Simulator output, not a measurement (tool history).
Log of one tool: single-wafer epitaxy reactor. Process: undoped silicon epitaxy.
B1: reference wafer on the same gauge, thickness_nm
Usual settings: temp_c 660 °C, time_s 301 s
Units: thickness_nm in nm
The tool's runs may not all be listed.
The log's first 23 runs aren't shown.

{"run": 24, "hour": 2224.7, "temp_c": 666, "time_s": 301, "B1": 73.278, "thickness_nm": 75.747}
{"run": 25, "hour": 2306.3, "temp_c": 647, "time_s": 325, "B1": 73.366, "thickness_nm": 53.389}
{"run": 26, "hour": 2386.9, "temp_c": 660, "time_s": 301, "B1": 73.476, "thickness_nm": 65.764}
{"run": 27, "hour": 2472.6, "temp_c": 660, "time_s": 334, "B1": 73.54, "thickness_nm": 73.941}
{"run": 28, "hour": 2511.5, "temp_c": 660, "time_s": 301, "B1": 73.477, "thickness_nm": 65.792}
{"run": 29, "hour": 2603.6, "temp_c": 649, "time_s": 317, "B1": 73.585, "thickness_nm": 54.541}
{"hour": 2695.8, "done": "gauge calibrated"}
{"run": 30, "hour": 2842.7, "temp_c": 660, "time_s": 245, "B1": 70.491, "thickness_nm": 51.804}
{"run": 31, "hour": 2950.7, "temp_c": 655, "time_s": 349, "B1": 70.824, "thickness_nm": 65.549}
{"run": 32, "hour": 3030.7, "temp_c": 660, "time_s": 301, "B1": 70.779, "thickness_nm": 63.685}
{"run": 33, "hour": 3090.1, "temp_c": 660, "time_s": 301, "B1": 70.775, "thickness_nm": 64.008}
{"run": 34, "hour": 3176.8, "temp_c": 675, "time_s": 256, "B1": 70.819, "thickness_nm": 75.413}
{"run": 35, "hour": 3221.8, "temp_c": 660, "time_s": 301, "B1": 70.892, "thickness_nm": 63.893}
{"run": 36, "hour": 3304.3, "temp_c": 660, "time_s": 254, "B1": 71.046, "thickness_nm": 53.632}
{"run": 37, "hour": 3346.8, "temp_c": 660, "time_s": 322, "B1": 71.008, "thickness_nm": 68.092}
{"run": 38, "hour": 3415.6, "temp_c": 672, "time_s": 285, "B1": 71.086, "thickness_nm": 79.517}
{"run": 39, "hour": 3511.6, "temp_c": 669, "time_s": 247, "B1": 71.161, "thickness_nm": 64.375}
{"run": 40, "hour": 3556.5, "temp_c": 660, "time_s": 328, "B1": 71.17, "thickness_nm": 69.333}
{"run": 41, "hour": 3638.9, "temp_c": 660, "time_s": 301, "B1": 71.252, "thickness_nm": 64.078}
{"run": 42, "hour": 3733.8, "temp_c": 660, "time_s": 266, "B1": 71.197, "thickness_nm": 56.873}
{"run": 43, "hour": 3821.5, "temp_c": 650, "time_s": 354, "B1": 71.401, "thickness_nm": 60.075}

Run 44 comes next. What will it give?
{"run": 44, "hour": 3902.3, "temp_c": 660, "time_s": 301, "B1": "?", "thickness_nm": "?"}

B1: 71.419
thickness_nm: 64.693 nm
Without the tool's hidden state the same run would have given thickness_nm 63.832 nm.
